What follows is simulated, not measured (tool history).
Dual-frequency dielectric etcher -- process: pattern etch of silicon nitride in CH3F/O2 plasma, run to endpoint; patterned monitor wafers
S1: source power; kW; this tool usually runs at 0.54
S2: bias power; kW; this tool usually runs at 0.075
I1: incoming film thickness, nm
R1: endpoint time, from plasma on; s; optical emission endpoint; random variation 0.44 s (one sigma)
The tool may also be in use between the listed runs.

{"run": 1, "hour": 0.0, "S1": 0.54, "S2": 0.075, "I1": 59, "R1": 60.7}
{"run": 2, "hour": 29.2, "S1": 0.54, "S2": 0.075, "I1": 60.1, "R1": 61.9}
{"run": 3, "hour": 81.5, "S1": 0.54, "S2": 0.075, "I1": 60, "R1": 61.5}
{"run": 4, "hour": 140.6, "S1": 0.54, "S2": 0.075, "I1": 60.4, "R1": 61.7}
{"run": 5, "hour": 189.1, "S1": 0.54, "S2": 0.075, "I1": 60.4, "R1": 61.1}
{"hour": 253.2, "done": "wet clean of the chamber"}
{"run": 6, "hour": 257.8, "S1": 0.54, "S2": 0.075, "I1": 59.1, "R1": 63.3}
{"run": 7, "hour": 312.0, "S1": 0.54, "S2": 0.075, "I1": 59.2, "R1": 62}
{"run": 8, "hour": 355.1, "S1": 0.64, "S2": 0.075, "I1": 59.4, "R1": 57.6}
{"hour": 382.2, "done": "bias power generator calibrated"}
{"run": 9, "hour": 392.1, "S1": 0.54, "S2": 0.09, "I1": 60.1, "R1": 57.5}
{"run": 10, "hour": 422.8, "S1": 0.54, "S2": 0.09, "I1": 59.1, "R1": 56.5}
{"hour": 429.9, "done": "source power generator calibrated"}
{"run": 11, "hour": 487.9, "S1": 0.61, "S2": 0.089, "I1": 59, "R1": 52.6}
{"run": 12, "hour": 525.8, "S1": 0.63, "S2": 0.06, "I1": 59.1, "R1": 61.6}
{"hour": 554.9, "done": "upper electrode replaced"}
{"run": 13, "hour": 592.5, "S1": 0.54, "S2": 0.087, "I1": 59.8, "R1": 56.3}
{"run": 14, "hour": 658.6, "S1": 0.64, "S2": 0.09, "I1": 59.2, "R1": 50.6}
{"hour": 728.0, "done": "wet clean of the chamber"}
{"run": 15, "hour": 728.5, "S1": 0.59, "S2": 0.094, "I1": 59.4, "R1": 53}
{"run": 16, "hour": 784.0, "S1": 0.48, "S2": 0.065, "I1": 59.3, "R1": 72.7}
{"run": 17, "hour": 822.7, "S1": 0.54, "S2": 0.075, "I1": 59.4, "R1": 61.8}
{"run": 18, "hour": 861.4, "S1": 0.59, "S2": 0.094, "I1": 59.4, "R1": 53.1}
{"run": 19, "hour": 923.9, "S1": 0.54, "S2": 0.092, "I1": 59.5, "R1": 55.9}
{"run": 20, "hour": 986.4, "S1": 0.54, "S2": 0.075, "I1": 59.7, "R1": 61.4}

3 ways to go on from here, each from the tool as it stands after run 20. What would each give?
{"run": "A", "hour": 986.9, "S1": 0.54, "S2": 0.088, "I1": 59.8, "R1": "?"}
{"run": "B", "hour": 986.9, "S1": 0.47, "S2": 0.075, "I1": 59.8, "R1": "?"}
{"run": "C", "hour": 986.9, "S1": 0.66, "S2": 0.087, "I1": 59.8, "R1": "?"}

run=A R1=56.7
run=B R1=66.6
run=C R1=51
The same runs, with their run-to-run variation unchanged, on a tool lacking any hidden condition would have given:
run=A R1=57.9
run=B R1=67.9
run=C R1=52.1

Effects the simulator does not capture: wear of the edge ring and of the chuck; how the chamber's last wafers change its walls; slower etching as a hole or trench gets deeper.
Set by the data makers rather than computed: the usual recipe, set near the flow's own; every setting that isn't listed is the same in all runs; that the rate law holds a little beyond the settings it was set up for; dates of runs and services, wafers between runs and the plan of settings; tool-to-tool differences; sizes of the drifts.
